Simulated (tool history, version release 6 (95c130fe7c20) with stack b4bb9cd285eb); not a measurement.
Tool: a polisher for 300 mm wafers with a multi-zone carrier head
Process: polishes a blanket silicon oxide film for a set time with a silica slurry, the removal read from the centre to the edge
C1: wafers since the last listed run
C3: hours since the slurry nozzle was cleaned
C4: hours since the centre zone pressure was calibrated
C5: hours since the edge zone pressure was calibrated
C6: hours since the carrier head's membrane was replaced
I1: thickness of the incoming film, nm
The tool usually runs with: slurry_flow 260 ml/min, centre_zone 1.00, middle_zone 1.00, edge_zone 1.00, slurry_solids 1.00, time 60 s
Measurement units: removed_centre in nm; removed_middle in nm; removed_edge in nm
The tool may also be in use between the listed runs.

Run 1, day 0.000: usual settings; C1 0; wafers polished on this pad 724; C3 336.6; C4 1024.8; C5 507.8; C6 934.5; I1 1347.4. Result: removed_centre 161.1 nm, removed_middle 159.4 nm, removed_edge 161.0 nm.
Run 2, day 2.700: usual settings; C1 708; wafers polished on this pad 1432; C3 401.4; C4 1089.6; C5 572.6; C6 999.3; I1 1356.5. Result: removed_centre 160.4 nm, removed_middle 157.3 nm, removed_edge 162.6 nm.
Run 3, day 5.579: usual settings; C1 755; wafers polished on this pad 2187; C3 470.5; C4 1158.7; C5 641.7; C6 1068.4; I1 1351.8. Result: removed_centre 160.0 nm, removed_middle 158.2 nm, removed_edge 159.8 nm.
At day 6.296: slurry nozzle cleaned.
Run 4, day 8.038: usual settings but centre_zone 1.09; C1 633; wafers polished on this pad 2821; C3 41.8; C4 1217.7; C5 700.7; C6 1127.4; I1 1356.1. Result: removed_centre 173.3 nm, removed_middle 156.0 nm, removed_edge 157.4 nm.
Run 5, day 9.192: usual settings but centre_zone 1.11; C1 302; wafers polished on this pad 3124; C3 69.5; C4 1245.4; C5 728.4; C6 1155.1; I1 1392.2. Result: removed_centre 177.0 nm, removed_middle 157.0 nm, removed_edge 154.5 nm.
At day 10.154: carrier head's membrane replaced by a new one.
Run 6, day 10.242: usual settings; C1 220; wafers polished on this pad 3345; C3 94.7; C4 1270.6; C5 753.6; C6 2.1; I1 1372.9. Result: removed_centre 156.8 nm, removed_middle 154.9 nm, removed_edge 159.8 nm.
At day 11.288: worn pad replaced by a new one.
Run 7, day 13.038: usual settings; C1 689; wafers polished on this pad 458; C3 161.8; C4 1337.7; C5 820.7; C6 69.2; I1 1367.5. Result: removed_centre 162.3 nm, removed_middle 159.1 nm, removed_edge 162.0 nm.
At day 15.104: centre zone pressure recalibrated.
Run 8, day 15.867: usual settings; C1 720; wafers polished on this pad 1178; C3 229.7; C4 18.3; C5 888.6; C6 137.1; I1 1378.9. Result: removed_centre 160.1 nm, removed_middle 156.8 nm, removed_edge 157.2 nm.
Run 9, day 17.200: usual settings but middle_zone 0.94, edge_zone 0.93, time 49 s; C1 349; wafers polished on this pad 1528; C3 261.7; C4 50.3; C5 920.6; C6 169.1; I1 1352.7. Result: removed_centre 130.2 nm, removed_middle 122.4 nm, removed_edge 126.5 nm.
Run 10, day 18.575: usual settings but slurry_flow 230 ml/min, centre_zone 1.04, edge_zone 1.09; C1 360; wafers polished on this pad 1889; C3 294.7; C4 83.3; C5 953.6; C6 202.1; I1 1357.3. Result: removed_centre 161.9 nm, removed_middle 154.1 nm, removed_edge 161.4 nm.
Run 11, day 21.483: usual settings; C1 762; wafers polished on this pad 2652; C3 364.5; C4 153.1; C5 1023.4; C6 271.9; I1 1332.8. Result: removed_centre 158.5 nm, removed_middle 155.9 nm, removed_edge 156.4 nm.
At day 23.429: worn pad replaced by a new one.
At day 25.921: slurry nozzle cleaned.
At day 28.033: edge zone pressure recalibrated.
Run 12, day 29.096: usual settings; C1 1920; wafers polished on this pad 1453; C3 76.2; C4 335.8; C5 25.5; C6 454.6; I1 1367.5. Result: removed_centre 159.7 nm, removed_middle 158.0 nm, removed_edge 159.0 nm.
Run 13, day 30.529: usual settings but slurry_flow 340 ml/min, middle_zone 1.04; C1 375; wafers polished on this pad 1829; C3 110.6; C4 370.2; C5 59.9; C6 489.0; I1 1346.3. Result: removed_centre 164.8 nm, removed_middle 166.5 nm, removed_edge 163.5 nm.
Run 14, day 31.717: usual settings but slurry_flow 220 ml/min, centre_zone 0.90, slurry_solids 0.80, time 47 s; C1 311; wafers polished on this pad 2140; C3 139.1; C4 398.7; C5 88.4; C6 517.5; I1 1366.8. Result: removed_centre 98.2 nm, removed_middle 105.4 nm, removed_edge 110.4 nm.
Run 15, day 33.846: usual settings but slurry_solids 0.85; C1 558; wafers polished on this pad 2699; C3 190.2; C4 449.8; C5 139.5; C6 568.6; I1 1338.1. Result: removed_centre 144.8 nm, removed_middle 140.4 nm, removed_edge 143.9 nm.
At day 35.725: worn pad replaced by a new one.
Run 16, day 35.746: usual settings but centre_zone 0.93; C1 454; wafers polished on this pad 5; C3 235.8; C4 495.4; C5 185.1; C6 614.2; I1 1386.8. Result: removed_centre 153.8 nm, removed_middle 162.0 nm, removed_edge 164.5 nm.
Run 17, day 37.117: usual settings but time 40 s; C1 359; wafers polished on this pad 364; C3 268.7; C4 528.3; C5 218.0; C6 647.1; I1 1375.1. Result: removed_centre 109.6 nm, removed_middle 106.0 nm, removed_edge 108.5 nm.
Run 18, day 39.692: usual settings but time 76 s; C1 675; wafers polished on this pad 1040; C3 330.5; C4 590.1; C5 279.8; C6 708.9; I1 1346.5. Result: removed_centre 206.5 nm, removed_middle 202.1 nm, removed_edge 209.1 nm.
At day 41.150: slurry nozzle cleaned.
Run 19, day 42.338: usual settings but slurry_flow 340 ml/min, centre_zone 0.90, time 80 s; C1 683; wafers polished on this pad 1723; C3 28.5; C4 653.6; C5 343.3; C6 772.4; I1 1363.8. Result: removed_centre 198.0 nm, removed_middle 215.7 nm, removed_edge 221.1 nm.
Run 20, day 45.133: usual settings; C1 733; wafers polished on this pad 2456; C3 95.6; C4 720.7; C5 410.4; C6 839.5; I1 1378.2. Result: removed_centre 158.4 nm, removed_middle 156.4 nm, removed_edge 157.1 nm.
Run 21, day 46.229: usual settings but middle_zone 1.08, edge_zone 0.89, time 75 s; C1 287; wafers polished on this pad 2744; C3 121.9; C4 747.0; C5 436.7; C6 865.8; I1 1340.1. Result: removed_centre 198.8 nm, removed_middle 208.4 nm, removed_edge 190.9 nm.

Consider 4 possible next runs. They are alternatives, not a sequence: every one starts from the tool as it was left by run 21. What does each give?
Run A, day 46.246: usual settings but middle_zone 1.08; C1 4; wafers polished on this pad 2748; C3 122.3; C4 747.4; C5 437.1; C6 866.2; I1 1374.0. Result: removed_centre ?, removed_middle ?, removed_edge ?.
Run B, day 46.246: usual settings but slurry_flow 205 ml/min, slurry_solids 1.25, time 54 s; C1 4; wafers polished on this pad 2748; C3 122.3; C4 747.4; C5 437.1; C6 866.2; I1 1374.0. Result: removed_centre ?, removed_middle ?, removed_edge ?.
Run C, day 46.246: usual settings but edge_zone 1.05; C1 4; wafers polished on this pad 2748; C3 122.3; C4 747.4; C5 437.1; C6 866.2; I1 1374.0. Result: removed_centre ?, removed_middle ?, removed_edge ?.
Run D, day 46.246: usual settings but slurry_flow 285 ml/min, edge_zone 0.90; C1 4; wafers polished on this pad 2748; C3 122.3; C4 747.4; C5 437.1; C6 866.2; I1 1374.0. Result: removed_centre ?, removed_middle ?, removed_edge ?.

run  removed_centre  removed_middle  removed_edge
  A           157.9           166.2         155.5
  B           153.8           152.0         152.9
  C           157.8           155.6         157.9
  D           159.2           156.9         152.1
Without the tool's unlogged condition, the same runs would have read:
run  removed_centre  removed_middle  removed_edge
  A           164.0           172.6         161.5
  B           159.7           157.9         158.8
  C           164.0           161.7         164.0
  D           165.4           163.0         158.0

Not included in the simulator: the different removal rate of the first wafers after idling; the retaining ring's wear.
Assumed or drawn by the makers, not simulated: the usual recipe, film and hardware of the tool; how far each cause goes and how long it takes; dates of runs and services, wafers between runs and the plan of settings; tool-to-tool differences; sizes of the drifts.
